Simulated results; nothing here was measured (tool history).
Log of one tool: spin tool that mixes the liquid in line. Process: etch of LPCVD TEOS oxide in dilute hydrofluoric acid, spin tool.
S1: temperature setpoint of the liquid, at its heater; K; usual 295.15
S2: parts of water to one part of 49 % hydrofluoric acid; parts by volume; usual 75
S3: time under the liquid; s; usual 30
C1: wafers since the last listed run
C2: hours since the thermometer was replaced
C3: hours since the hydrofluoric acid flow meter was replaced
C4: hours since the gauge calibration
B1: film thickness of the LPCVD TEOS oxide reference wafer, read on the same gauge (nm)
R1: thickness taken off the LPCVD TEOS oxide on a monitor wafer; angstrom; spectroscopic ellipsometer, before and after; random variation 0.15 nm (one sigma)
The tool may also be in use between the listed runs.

run   hour      S1   S2  S3   C1      C2      C3      C4      B1     R1
  1      0  295.15   75  30    0  1351.3  1877.5   882.9     130  160.3
  2   21.6  295.15   75  30  190  1372.9  1899.1   904.5     130  161.6
  3   36.6  295.15   75  30  132  1387.9  1914.1   919.5  130.01  158.5
  4   59.7  295.15   75  30  203    1411  1937.2   942.6  130.02  161.2
  5  156.8  295.15   65  30  856  1508.1  2034.3  1039.7  129.98    190
  6  181.8  295.15   75  30  220  1533.1  2059.3  1064.7  129.98  163.6
  7  200.9  295.15   75  30  168  1552.2  2078.4  1083.8     130  159.5
  8  283.6  295.15   75  30  729  1634.9  2161.1  1166.5  129.99  162.9
  9  319.6  295.15   75  30  317  1670.9  2197.1  1202.5     130  160.9
 10  347.3  295.15   75  30  244  1698.6  2224.8  1230.2     130  160.2
 11    378  293.15   75  30  270  1729.3  2255.5  1260.9     130  148.1
     384.6  -- hydrofluoric acid flow meter replaced
 12  408.5  293.15   75  30  260  1759.8    23.9  1291.4  130.01  147.2
 13  430.7  293.15   75  30  195    1782    46.1  1313.6  129.98  148.9
     445.1  -- gauge calibrated
 14  460.6  295.15   75  30  263  1811.9      76    15.5  130.01    160
 15  495.7  295.15   75  30  309    1847   111.1    50.6  129.99    161
 16  529.4  293.15  110  15  297  1880.7   144.8    84.3     130   49.3
 17    555  295.15   75  20  225  1906.3   170.4   109.9  130.01  108.6
 18    588  295.15   75  45  291  1939.3   203.4   142.9     130  241.2
 19  600.3  295.15   75  30  108  1951.6   215.7   155.2     130  160.8
 20  630.1  297.65   40  15  262  1981.4   245.5     185  129.99  178.2
 21  664.4  295.15   75  30  302  2015.7   279.8   219.3     130  161.7
 22  694.9  293.65   60  15  268  2046.2   310.3   249.8  130.01   96.5
     700.6  -- thermometer replaced
 23    711  295.15   75  30  133    10.4   326.4   265.9  130.02  162.5
 24  730.7  299.65   90  20  173    30.1   346.1   285.6  129.99  105.5
 25  757.1  292.65  105  30  232    56.5   372.5     312  129.98  101.3
 26  771.9  297.15  100  40  130    71.3   387.3   326.8  130.01  170.2
 27  800.1  295.15  110  30  248    99.5   415.5     355  129.99  106.4
 28  817.8  295.15   75  30  156   117.2   433.2   372.7  129.99  161.2
 29  847.6  297.65   40  15  262     147     463   402.5  129.99  173.5
 30  861.5  297.15   75  30  122   160.9   476.9   416.4     130  173.6
 31  882.9  293.65  110  25  188   182.3   498.3   437.8  130.02   82.9
 32  900.3  297.65   90  35  153   199.7   515.7   455.2  130.01  172.5

The tool's hidden state at each run:
liquid colder than its thermometer reads (K): 0 in every run
hydrofluoric acid flow above the setpoint (%): 0 in every run
gauge reads high (%): 0 in every run

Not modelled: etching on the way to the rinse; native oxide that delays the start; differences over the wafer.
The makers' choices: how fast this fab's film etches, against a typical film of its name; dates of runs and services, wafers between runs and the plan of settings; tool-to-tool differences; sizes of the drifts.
